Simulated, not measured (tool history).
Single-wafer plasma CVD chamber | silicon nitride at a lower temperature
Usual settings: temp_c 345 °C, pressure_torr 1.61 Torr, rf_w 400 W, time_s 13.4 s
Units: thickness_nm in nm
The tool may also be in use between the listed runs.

| run | hour | temp_c | pressure_torr | rf_w | time_s | wafers since the last listed run | hours since the last thermocouple change | hours since the last RF generator calibration | hours since the last manometer calibration | hours since the showerhead was replaced | hours since the gauge calibration | read-back reference wafer on the same gauge, thickness_nm | thickness_nm |
|---|---|---|---|---|---|---|---|---|---|---|---|---|---|
| 1 | 0.0 | 345 | 1.61 | 400 | 13.4 | 0 | 740.6 | 172.7 | 2322.0 | 1859.8 | 745.1 | 18.605 | 16.947 |
| 2 | 70.6 | 345 | 1.61 | 400 | 13.4 | 1488 | 811.2 | 243.3 | 2392.6 | 1930.4 | 815.7 | 18.574 | 16.882 |
|  | 145.6 | capacitance manometer re-zeroed and calibrated |
| 3 | 159.6 | 345 | 1.61 | 400 | 13.4 | 1708 | 900.2 | 332.3 | 14.0 | 2019.4 | 904.7 | 18.531 | 16.851 |
| 4 | 186.9 | 353 | 1.61 | 375 | 13.4 | 575 | 927.5 | 359.6 | 41.3 | 2046.7 | 932.0 | 18.547 | 16.092 |
| 5 | 246.5 | 337 | 1.61 | 400 | 13.4 | 1256 | 987.1 | 419.2 | 100.9 | 2106.3 | 991.6 | 18.520 | 16.886 |
| 6 | 287.1 | 345 | 1.61 | 400 | 13.4 | 856 | 1027.7 | 459.8 | 141.5 | 2146.9 | 1032.2 | 18.563 | 16.806 |
|  | 300.5 | thermocouple changed; heater temperature recalibrated |
| 7 | 351.2 | 345 | 1.61 | 400 | 13.4 | 1183 | 50.7 | 523.9 | 205.6 | 2211.0 | 1096.3 | 18.502 | 16.817 |
| 8 | 529.5 | 345 | 1.61 | 400 | 13.4 | 3760 | 229.0 | 702.2 | 383.9 | 2389.3 | 1274.6 | 18.500 | 16.795 |
| 9 | 596.6 | 345 | 1.61 | 400 | 13.4 | 1415 | 296.1 | 769.3 | 451.0 | 2456.4 | 1341.7 | 18.500 | 16.774 |
| 10 | 662.7 | 345 | 1.61 | 470 | 11.9 | 1393 | 362.2 | 835.4 | 517.1 | 2522.5 | 1407.8 | 18.485 | 16.721 |
| 11 | 694.6 | 345 | 1.61 | 400 | 12.2 | 672 | 394.1 | 867.3 | 549.0 | 2554.4 | 1439.7 | 18.501 | 15.300 |
|  | 705.5 | gauge calibrated |
| 12 | 751.9 | 345 | 1.34 | 400 | 15.5 | 1208 | 451.4 | 924.6 | 606.3 | 2611.7 | 46.4 | 18.985 | 18.822 |
| 13 | 804.1 | 345 | 1.47 | 400 | 15.3 | 1100 | 503.6 | 976.8 | 658.5 | 2663.9 | 98.6 | 18.916 | 18.912 |
| 14 | 1015.1 | 360 | 1.90 | 320 | 13.4 | 4449 | 714.6 | 1187.8 | 869.5 | 2874.9 | 309.6 | 18.740 | 15.062 |
| 15 | 1058.1 | 345 | 1.61 | 400 | 15.4 | 906 | 757.6 | 1230.8 | 912.5 | 2917.9 | 352.6 | 18.733 | 19.524 |
| 16 | 1090.6 | 345 | 1.61 | 460 | 11.5 | 685 | 790.1 | 1263.3 | 945.0 | 2950.4 | 385.1 | 18.703 | 16.037 |
|  | 1230.0 | showerhead replaced |
| 17 | 1284.6 | 345 | 1.91 | 400 | 13.4 | 3922 | 984.1 | 1457.3 | 1139.0 | 54.6 | 579.1 | 18.626 | 17.975 |
|  | 1300.1 | RF generator calibrated |
| 18 | 1334.4 | 337 | 1.46 | 430 | 13.4 | 881 | 1033.9 | 34.3 | 1188.8 | 104.4 | 628.9 | 18.600 | 17.234 |
|  | 1376.3 | thermocouple changed; heater temperature recalibrated |
| 19 | 1388.9 | 354 | 1.61 | 435 | 13.4 | 980 | 12.6 | 88.8 | 1243.3 | 158.9 | 683.4 | 18.571 | 17.759 |
| 20 | 1460.3 | 358 | 1.87 | 340 | 13.4 | 1505 | 84.0 | 160.2 | 1314.7 | 230.3 | 754.8 | 18.526 | 15.599 |
| 21 | 1518.5 | 345 | 1.61 | 400 | 13.4 | 1227 | 142.2 | 218.4 | 1372.9 | 288.5 | 813.0 | 18.526 | 16.791 |
| 22 | 1560.4 | 350 | 1.48 | 425 | 13.4 | 883 | 184.1 | 260.3 | 1414.8 | 330.4 | 854.9 | 18.522 | 16.978 |
| 23 | 1614.8 | 345 | 1.23 | 400 | 12.1 | 1147 | 238.5 | 314.7 | 1469.2 | 384.8 | 909.3 | 18.522 | 13.725 |
| 24 | 1648.6 | 345 | 1.61 | 400 | 13.4 | 712 | 272.3 | 348.5 | 1503.0 | 418.6 | 943.1 | 18.495 | 16.784 |
| 25 | 1687.7 | 338 | 1.45 | 345 | 15.1 | 824 | 311.4 | 387.6 | 1542.1 | 457.7 | 982.2 | 18.468 | 16.380 |
| 26 | 1740.5 | 333 | 1.61 | 400 | 14.3 | 1113 | 364.2 | 440.4 | 1594.9 | 510.5 | 1035.0 | 18.498 | 17.917 |
| 27 | 1768.4 | 349 | 1.61 | 400 | 13.4 | 588 | 392.1 | 468.3 | 1622.8 | 538.4 | 1062.9 | 18.464 | 16.773 |
| 28 | 1820.7 | 345 | 1.61 | 400 | 13.4 | 1102 | 444.4 | 520.6 | 1675.1 | 590.7 | 1115.2 | 18.455 | 16.776 |

4 ways to go on from here, each from the tool as it stands after run 28. What would each give?
| A | 1821.1 | 345 | 1.61 | 400 | 11.3 | 8 | 444.8 | 521.0 | 1675.5 | 591.1 | 1115.6 | ? | ? |
| B | 1821.1 | 335 | 1.98 | 380 | 14.6 | 8 | 444.8 | 521.0 | 1675.5 | 591.1 | 1115.6 | ? | ? |
| C | 1821.1 | 345 | 1.49 | 330 | 15.2 | 8 | 444.8 | 521.0 | 1675.5 | 591.1 | 1115.6 | ? | ? |
| D | 1821.1 | 345 | 1.61 | 400 | 14.3 | 8 | 444.8 | 521.0 | 1675.5 | 591.1 | 1115.6 | ? | ? |

| run | read-back reference wafer on the same gauge, thickness_nm | thickness_nm |
|---|---|---|
| A | 18.456 | 14.114 |
| B | 18.456 | 18.840 |
| C | 18.456 | 16.003 |
| D | 18.456 | 17.853 |
Without the tool's hidden state the same runs would have given:
| run | thickness_nm |
|---|---|
| A | 14.595 |
| B | 19.484 |
| C | 16.549 |
| D | 18.462 |

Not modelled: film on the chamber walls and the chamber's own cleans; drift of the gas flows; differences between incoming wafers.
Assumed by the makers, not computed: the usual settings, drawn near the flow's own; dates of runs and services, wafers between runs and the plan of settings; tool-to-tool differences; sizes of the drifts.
